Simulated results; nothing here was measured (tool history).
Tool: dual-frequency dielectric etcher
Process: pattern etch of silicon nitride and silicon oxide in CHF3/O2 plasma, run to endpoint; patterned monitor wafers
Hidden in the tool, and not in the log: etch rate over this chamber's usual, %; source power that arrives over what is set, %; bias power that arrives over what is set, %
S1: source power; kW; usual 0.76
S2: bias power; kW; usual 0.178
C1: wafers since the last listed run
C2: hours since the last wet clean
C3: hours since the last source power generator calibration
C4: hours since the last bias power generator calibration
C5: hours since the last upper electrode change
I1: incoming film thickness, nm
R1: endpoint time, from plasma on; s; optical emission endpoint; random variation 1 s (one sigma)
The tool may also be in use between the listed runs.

| run | hour | S1 | S2 | C1 | C2 | C3 | C4 | C5 | I1 | R1 |
|---|---|---|---|---|---|---|---|---|---|---|
| 1 | 0 | 0.76 | 0.178 | 0 | 392 | 2375.7 | 4596.2 | 4939.3 | 246 | 137.7 |
| 2 | 17.3 | 0.76 | 0.178 | 70 | 409.3 | 2393 | 4613.5 | 4956.6 | 242.2 | 133.8 |
| 3 | 29.6 | 0.82 | 0.178 | 50 | 421.6 | 2405.3 | 4625.8 | 4968.9 | 248.7 | 135.6 |
| 4 | 44.7 | 0.76 | 0.178 | 61 | 436.7 | 2420.4 | 4640.9 | 4984 | 242.3 | 133.8 |
| 5 | 61.4 | 0.76 | 0.178 | 68 | 453.4 | 2437.1 | 4657.6 | 5000.7 | 243.2 | 136.6 |
| 6 | 83.9 | 0.76 | 0.178 | 91 | 475.9 | 2459.6 | 4680.1 | 5023.2 | 244.7 | 137.2 |
| 7 | 97.4 | 0.76 | 0.178 | 54 | 489.4 | 2473.1 | 4693.6 | 5036.7 | 243.2 | 136.2 |
| 8 | 113.8 | 0.76 | 0.178 | 66 | 505.8 | 2489.5 | 4710 | 5053.1 | 247.4 | 138 |
| 9 | 143.2 | 0.76 | 0.178 | 119 | 535.2 | 2518.9 | 4739.4 | 5082.5 | 245 | 135.9 |
| 10 | 170.7 | 0.76 | 0.178 | 111 | 562.7 | 2546.4 | 4766.9 | 5110 | 244.3 | 136.1 |
|  | 212.5 | wet clean of the chamber |
| 11 | 213 | 0.76 | 0.178 | 74 | 0.5 | 2588.7 | 4809.2 | 5152.3 | 241 | 148.7 |
| 12 | 217.3 | 0.91 | 0.178 | 17 | 4.8 | 2593 | 4813.5 | 5156.6 | 245.8 | 138.7 |
|  | 229 | source power generator calibrated |
| 13 | 241.1 | 0.67 | 0.145 | 80 | 28.6 | 12.1 | 4837.3 | 5180.4 | 243.9 | 163.8 |
|  | 271 | upper electrode replaced |
| 14 | 271.5 | 0.65 | 0.156 | 26 | 59 | 42.5 | 4867.7 | 0.5 | 244 | 164.6 |
| 15 | 288.3 | 0.91 | 0.215 | 68 | 75.8 | 59.3 | 4884.5 | 17.3 | 243.6 | 134.3 |
|  | 324.6 | wet clean of the chamber, repeated, since the last time left the tool worse |
| 16 | 390.9 | 0.76 | 0.216 | 320 | 66.3 | 161.9 | 4987.1 | 119.9 | 244.1 | 134.9 |
| 17 | 412.4 | 0.64 | 0.178 | 87 | 87.8 | 183.4 | 5008.6 | 141.4 | 243.4 | 149.4 |
| 18 | 442.8 | 0.84 | 0.191 | 123 | 118.2 | 213.8 | 5039 | 171.8 | 244.5 | 131.1 |
|  | 457.4 | bias power generator calibrated |
| 19 | 475.6 | 0.76 | 0.178 | 117 | 151 | 246.6 | 18.2 | 204.6 | 242 | 139.9 |
| 20 | 567.7 | 0.76 | 0.145 | 375 | 243.1 | 338.7 | 110.3 | 296.7 | 246.9 | 145.7 |
| 21 | 584.9 | 0.76 | 0.218 | 70 | 260.3 | 355.9 | 127.5 | 313.9 | 244.4 | 132 |
| 22 | 610.8 | 0.76 | 0.178 | 105 | 286.2 | 381.8 | 153.4 | 339.8 | 245.9 | 140.1 |

The same runs without the tool's hidden state, with the same run-to-run variation:
| run | R1 |
|---|---|
| 1 | 140.9 |
| 2 | 137 |
| 3 | 139 |
| 4 | 137.3 |
| 5 | 140.3 |
| 6 | 141.2 |
| 7 | 140.4 |
| 8 | 142.3 |
| 9 | 140.5 |
| 10 | 141 |
| 11 | 138.5 |
| 12 | 129.2 |
| 13 | 152.9 |
| 14 | 154 |
| 15 | 125.8 |
| 16 | 134.7 |
| 17 | 149.4 |
| 18 | 131.4 |
| 19 | 140.6 |
| 20 | 147.3 |
| 21 | 133.6 |
| 22 | 142.2 |
